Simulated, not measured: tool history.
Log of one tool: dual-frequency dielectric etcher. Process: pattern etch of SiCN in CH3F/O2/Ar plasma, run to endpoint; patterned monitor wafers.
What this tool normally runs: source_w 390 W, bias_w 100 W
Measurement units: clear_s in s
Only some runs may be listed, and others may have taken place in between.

| run | day | source_w | bias_w | wafers since the last listed run | hours since the last wet clean | hours since the last source power generator calibration | hours since the last bias power generator calibration | hours since the last upper electrode change | incoming incoming film thickness, nm | clear_s |
|---|---|---|---|---|---|---|---|---|---|---|
| 1 | 0 | 390 | 100 | 0 | 171.9 | 2392.8 | 3477.2 | 1175.1 | 10.26 | 27.8 |
| 2 | 2.062 | 390 | 100 | 1040 | 221.4 | 2442.3 | 3526.7 | 1224.6 | 10.25 | 27.4 |
| 3 | 3.688 | 390 | 116 | 819 | 260.4 | 2481.3 | 3565.7 | 1263.6 | 10.28 | 26.7 |
| 4 | 6.421 | 390 | 116 | 1378 | 326 | 2546.9 | 3631.3 | 1329.2 | 10.33 | 26.6 |
| 5 | 7.683 | 390 | 100 | 636 | 356.3 | 2577.2 | 3661.6 | 1359.5 | 10.31 | 27.9 |
| 6 | 14.85 | 390 | 100 | 3614 | 528.3 | 2749.2 | 3833.6 | 1531.5 | 10.28 | 27.8 |
| 7 | 17.512 | 390 | 100 | 1342 | 592.2 | 2813.1 | 3897.5 | 1595.4 | 10.27 | 27 |
|  | 18.679 | wet clean of the chamber |
| 8 | 19.288 | 390 | 88 | 390 | 14.6 | 2855.7 | 3940.1 | 1638 | 10.29 | 27.4 |
| 9 | 20.512 | 390 | 88 | 617 | 44 | 2885.1 | 3969.5 | 1667.4 | 10.31 | 27.4 |
| 10 | 22.233 | 390 | 88 | 867 | 85.3 | 2926.4 | 4010.8 | 1708.7 | 10.26 | 27.5 |
| 11 | 23.271 | 450 | 100 | 523 | 110.2 | 2951.3 | 4035.7 | 1733.6 | 10.2 | 25.2 |
| 12 | 24.35 | 390 | 100 | 544 | 136.1 | 2977.2 | 4061.6 | 1759.5 | 10.27 | 26.4 |
| 13 | 26.475 | 370 | 100 | 1071 | 187.1 | 3028.2 | 4112.6 | 1810.5 | 10.25 | 27.2 |
| 14 | 28.946 | 370 | 100 | 1246 | 246.4 | 3087.5 | 4171.9 | 1869.8 | 10.33 | 26.8 |
| 15 | 30.671 | 290 | 100 | 869 | 287.8 | 3128.9 | 4213.3 | 1911.2 | 10.28 | 28.3 |
|  | 32.212 | wet clean of the chamber, repeated, since the last time left the tool worse |
|  | 33.021 | bias power generator calibrated |
| 16 | 33.25 | 320 | 122 | 712 | 24.9 | 3190.8 | 5.5 | 1973.1 | 10.33 | 28.6 |
|  | 35.492 | source power generator calibrated |
| 17 | 36.154 | 390 | 100 | 1380 | 94.6 | 15.9 | 75.2 | 2042.8 | 10.31 | 27.7 |
| 18 | 37.346 | 470 | 93 | 600 | 123.2 | 44.5 | 103.8 | 2071.4 | 10.3 | 26.7 |
| 19 | 40.175 | 320 | 80 | 1426 | 191.1 | 112.4 | 171.7 | 2139.3 | 10.35 | 30.7 |
|  | 41.312 | upper electrode replaced |
| 20 | 44.042 | 360 | 80 | 1445 | 283.9 | 205.2 | 264.5 | 65.5 | 10.28 | 28.9 |
| 21 | 46.292 | 390 | 100 | 1134 | 337.9 | 259.2 | 318.5 | 119.5 | 10.29 | 27.3 |
| 22 | 47.858 | 310 | 90 | 790 | 375.5 | 296.8 | 356.1 | 157.1 | 10.3 | 30.2 |
| 23 | 50.596 | 490 | 100 | 1380 | 441.2 | 362.5 | 421.8 | 222.8 | 10.27 | 25.6 |
| 24 | 53.521 | 480 | 83 | 1475 | 511.4 | 432.7 | 492 | 293 | 10.29 | 26.3 |
| 25 | 55.779 | 470 | 84 | 1138 | 565.6 | 486.9 | 546.2 | 347.2 | 10.32 | 26.7 |
|  | 57.521 | wet clean of the chamber |
| 26 | 57.592 | 390 | 100 | 409 | 1.7 | 530.4 | 589.7 | 390.7 | 10.19 | 28.3 |
| 27 | 59.871 | 480 | 100 | 1149 | 56.4 | 585.1 | 644.4 | 445.4 | 10.24 | 26.4 |
| 28 | 61.417 | 390 | 100 | 779 | 93.5 | 622.2 | 681.5 | 482.5 | 10.22 | 28.2 |

Forecast each of these 5 alternatives for the next run:
| A | 61.433 | 390 | 113 | 8 | 93.9 | 622.6 | 681.9 | 482.9 | 10.3 | ? |
| B | 61.433 | 350 | 110 | 8 | 93.9 | 622.6 | 681.9 | 482.9 | 10.3 | ? |
| C | 61.433 | 350 | 111 | 8 | 93.9 | 622.6 | 681.9 | 482.9 | 10.3 | ? |
| D | 61.433 | 430 | 117 | 8 | 93.9 | 622.6 | 681.9 | 482.9 | 10.3 | ? |
| E | 61.433 | 390 | 123 | 8 | 93.9 | 622.6 | 681.9 | 482.9 | 10.3 | ? |

| run | clear_s |
|---|---|
| A | 26.9 |
| B | 27.9 |
| C | 27.8 |
| D | 26 |
| E | 26.4 |
Take away the tool's hidden state, keep each run's random variation, and the runs would have read:
| run | clear_s |
|---|---|
| A | 27 |
| B | 27.9 |
| C | 27.9 |
| D | 26.1 |
| E | 26.5 |

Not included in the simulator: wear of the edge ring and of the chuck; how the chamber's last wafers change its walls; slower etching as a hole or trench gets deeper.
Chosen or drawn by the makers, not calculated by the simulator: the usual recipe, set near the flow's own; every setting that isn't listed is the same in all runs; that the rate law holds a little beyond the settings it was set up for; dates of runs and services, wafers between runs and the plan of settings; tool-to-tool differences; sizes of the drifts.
